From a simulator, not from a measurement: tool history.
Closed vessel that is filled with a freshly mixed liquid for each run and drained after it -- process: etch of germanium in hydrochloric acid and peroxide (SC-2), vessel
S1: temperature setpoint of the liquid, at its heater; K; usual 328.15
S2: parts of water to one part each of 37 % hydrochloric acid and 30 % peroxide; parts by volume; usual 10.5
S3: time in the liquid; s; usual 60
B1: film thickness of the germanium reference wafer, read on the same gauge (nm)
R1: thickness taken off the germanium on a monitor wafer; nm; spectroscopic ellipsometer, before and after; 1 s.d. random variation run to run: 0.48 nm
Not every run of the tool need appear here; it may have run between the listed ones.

run 1 hour=0.0 | S1=328.15 S2=10.5 S3=45 | B1=80.01 | R1=137.42
run 2 hour=32.0 | S1=328.15 S2=10.5 S3=60 | B1=79.99 | R1=182.49
run 3 hour=50.3 | S1=328.15 S2=10.5 S3=60 | B1=80.00 | R1=182.35
run 4 hour=77.8 | S1=328.15 S2=10.5 S3=60 | B1=80.05 | R1=181.18
run 5 hour=102.2 | S1=328.15 S2=13.0 S3=60 | B1=80.02 | R1=176.79
run 6 hour=118.2 | S1=328.15 S2=13.0 S3=60 | B1=79.98 | R1=176.56
run 7 hour=144.4 | S1=328.15 S2=10.5 S3=80 | B1=80.02 | R1=242.37
run 8 hour=168.5 | S1=328.15 S2=10.5 S3=80 | B1=79.97 | R1=241.87
run 9 hour=189.1 | S1=328.15 S2=6.5 S3=60 | B1=80.02 | R1=189.59
run 10 hour=203.2 | S1=328.15 S2=6.5 S3=60 | B1=80.01 | R1=189.70
run 11 hour=233.2 | S1=328.15 S2=10.5 S3=60 | B1=80.02 | R1=180.48
run 12 hour=268.8 | S1=328.15 S2=10.5 S3=60 | B1=80.02 | R1=180.19
run 13 hour=298.6 | S1=328.15 S2=10.5 S3=60 | B1=80.02 | R1=179.80
run 14 hour=321.6 | S1=328.15 S2=15.0 S3=70 | B1=80.00 | R1=198.33
-- hour=343.0 gauge calibrated
-- hour=345.5 chemicals flow meter replaced
-- hour=360.7 new drum of peroxide connected
-- hour=380.9 thermometer replaced
run 15 hour=381.2 | S1=337.15 S2=7.5 S3=70 | B1=79.96 | R1=308.03
run 16 hour=409.2 | S1=328.15 S2=10.5 S3=80 | B1=79.94 | R1=260.91
run 17 hour=443.5 | S1=328.15 S2=10.5 S3=30 | B1=80.00 | R1=97.85
run 18 hour=475.0 | S1=333.15 S2=6.5 S3=60 | B1=80.00 | R1=235.97
run 19 hour=510.2 | S1=319.65 S2=14.5 S3=70 | B1=80.03 | R1=167.67
run 20 hour=541.9 | S1=336.15 S2=13.0 S3=60 | B1=79.98 | R1=239.11
run 21 hour=569.0 | S1=323.15 S2=5.5 S3=90 | B1=79.97 | R1=261.45
run 22 hour=591.4 | S1=336.15 S2=10.5 S3=60 | B1=80.04 | R1=245.89
run 23 hour=617.4 | S1=325.15 S2=10.5 S3=50 | B1=80.00 | R1=147.82
run 24 hour=646.8 | S1=320.65 S2=14.0 S3=50 | B1=79.98 | R1=123.41
run 25 hour=681.2 | S1=328.15 S2=10.5 S3=60 | B1=80.00 | R1=193.40
run 26 hour=712.2 | S1=337.65 S2=10.5 S3=30 | B1=80.01 | R1=128.02
run 27 hour=744.7 | S1=328.15 S2=10.5 S3=60 | B1=80.02 | R1=192.37

Branching from run 27: 3 alternative next runs. What would each branch give?
run A hour=745.4 | S1=337.65 S2=10.5 S3=60 | B1=? | R1=?
run B hour=745.4 | S1=337.65 S2=5.5 S3=35 | B1=? | R1=?
run C hour=745.4 | S1=337.65 S2=15.5 S3=60 | B1=? | R1=?

run=A B1=79.99 R1=254.81
run=B B1=79.99 R1=157.26
run=C B1=79.99 R1=239.32
With the hidden condition removed and each run's random variation left untouched, the same runs would have given:
run=A R1=259.83
run=B R1=159.68
run=C R1=244.87
